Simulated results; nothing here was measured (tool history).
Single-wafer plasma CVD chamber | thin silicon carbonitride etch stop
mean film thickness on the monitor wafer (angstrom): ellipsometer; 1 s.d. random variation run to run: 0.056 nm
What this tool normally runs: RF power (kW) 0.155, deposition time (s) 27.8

run     day  RF power (kW)  deposition time (s)  read-back reference wafer on the same gauge, thickness_nm  mean film thickness on the monitor wafer (angstrom)
  1       0          0.155                 27.8                                                     13.094                                               148.45
  2   2.729          0.155                 27.8                                                     13.079                                               148.71
  3   4.742          0.155                 27.8                                                       13.1                                               149.61
  4   7.654          0.155                 27.8                                                     13.101                                               148.42
  5  10.529          0.145                 27.8                                                     13.099                                               145.48
  6  12.508          0.155                 27.8                                                     13.089                                               148.57
  7  15.438          0.155                 27.8                                                     13.092                                               148.95
  8  16.508          0.155                 27.8                                                     13.096                                               149.18
  9  18.154          0.155                 27.8                                                     13.112                                               148.59
 10   19.25          0.155                 27.8                                                     13.108                                               148.52
 11  21.525          0.155                 27.8                                                     13.096                                               148.35
 12  24.338          0.155                 27.8                                                     13.106                                               148.68
 13  26.162           0.17                 27.8                                                      13.09                                               152.73
 14  27.638           0.17                 27.8                                                      13.11                                               151.98
 15  30.208           0.13                 27.8                                                      13.12                                               138.75
     32.733  -- gauge calibrated
 16  32.904          0.155                 27.8                                                     13.107                                               147.36
 17  34.121          0.155                 27.8                                                     13.115                                               148.16
 18  35.425          0.185                 27.8                                                     13.106                                               156.27
 19  37.771          0.155                 27.8                                                     13.093                                               146.79
     38.992  -- thermocouple changed; heater temperature recalibrated
 20   40.35          0.155                 27.8                                                     13.129                                               147.31
     41.596  -- RF generator calibrated
 21  42.008           0.18                 27.8                                                     13.099                                               152.22
 22  43.712           0.13                   25                                                     13.101                                               123.23
 23  46.279          0.135                 29.7                                                     13.104                                               148.08
 24  47.704          0.155                 27.8                                                     13.084                                                145.2

Expected results for the next run?
 25  48.717          0.135                 27.8                                                          ?                                                    ?

Logged for run 25: read-back reference wafer on the same gauge, thickness_nm 13.121, mean film thickness on the monitor wafer (angstrom) 138.92.
Had the tool carried no hidden state, the very same run would have given mean film thickness on the monitor wafer (angstrom) 144.09.
